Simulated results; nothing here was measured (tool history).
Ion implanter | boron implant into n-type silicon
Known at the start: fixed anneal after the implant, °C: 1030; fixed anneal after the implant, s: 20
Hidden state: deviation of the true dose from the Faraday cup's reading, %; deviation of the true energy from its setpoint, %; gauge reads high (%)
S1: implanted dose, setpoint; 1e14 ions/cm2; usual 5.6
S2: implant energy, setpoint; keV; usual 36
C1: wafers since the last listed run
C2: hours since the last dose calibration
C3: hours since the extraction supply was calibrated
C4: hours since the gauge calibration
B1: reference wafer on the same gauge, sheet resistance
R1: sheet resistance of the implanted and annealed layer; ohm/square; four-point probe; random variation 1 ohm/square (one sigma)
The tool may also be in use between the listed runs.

run	hour	S1	S2	C1	C2	C3	C4	B1	R1
1	0	5.6	41	0	1497.5	1647.4	1426.8	165.27	182.04
# hour 2.8: Faraday cup replaced and dose calibrated
2	65.2	5.6	41	921	62.4	1712.6	1492	165.03	176.24
# hour 113.2: gauge calibrated
3	122.8	4.62	29	849	120	1770.2	9.6	164.93	214.62
4	212.8	4.62	29	1327	210	1860.2	99.6	164.76	211.27
5	312	4.62	29	1463	309.2	1959.4	198.8	164.94	214.85
6	409.9	5.6	36	1444	407.1	2057.3	296.7	164.5	177.8
7	455.2	5.6	36	668	452.4	2102.6	342	165.03	177.39
8	562.9	5.6	36	1588	560.1	2210.3	449.7	165.32	178.37
9	649.1	5.6	36	1271	646.3	2296.5	535.9	164.76	177.74
10	735.7	5.6	36	1277	732.9	2383.1	622.5	165.12	178.46
11	827.5	5.6	39.5	1354	824.7	2474.9	714.3	164.89	177.72
12	901.6	5.6	36	1093	898.8	2549	788.4	165.05	179.09
13	969	5.6	36	994	966.2	2616.4	855.8	165.06	178.72
14	1039.7	4.37	36	1042	1036.9	2687.1	926.5	164.77	219.78
15	1107	5.21	36	992	1104.2	2754.4	993.8	164.8	192.66
16	1150.2	6.85	29	637	1147.4	2797.6	1037	165.21	156.12
17	1195.8	5.6	44	672	1193	2843.2	1082.6	165.28	178.39
18	1262.1	5.6	43	977	1259.3	2909.5	1148.9	165.28	176.86
# hour 1330.9: gauge calibrated
19	1490.4	5.01	44	3367	1487.6	3137.8	159.5	165.32	195.98
20	1558.6	5.6	30	1005	1555.8	3206	227.7	165.14	186.74
21	1662.9	5.6	43.5	1538	1660.1	3310.3	332	165.19	180.78
22	1743.5	5.6	36	1188	1740.7	3390.9	412.6	164.81	184.65
# hour 1789.6: Faraday cup replaced and dose calibrated
23	1806.7	6.14	25.5	814	17.1	3454.1	475.8	164.85	171.16
24	1846.2	3.96	39.5	582	56.6	3493.6	515.3	164.85	233.36
# hour 1860.9: extraction supply calibrated
25	1996	4.81	48	2091	206.4	135.1	665.1	164.59	194.6
26	2090.5	5.6	28.5	1393	300.9	229.6	759.6	165.51	181.84
27	2189.7	5.6	36	1463	400.1	328.8	858.8	165.01	177.94

Run 28 comes next. What will it give?
28	2262.7	7.06	27.5	1076	473.1	401.8	931.8	?	?

{"run 28": {"B1": 164.7, "R1": 152.87}}
Without the tool's hidden state the same run would have given R1 151.72 ohm/square.

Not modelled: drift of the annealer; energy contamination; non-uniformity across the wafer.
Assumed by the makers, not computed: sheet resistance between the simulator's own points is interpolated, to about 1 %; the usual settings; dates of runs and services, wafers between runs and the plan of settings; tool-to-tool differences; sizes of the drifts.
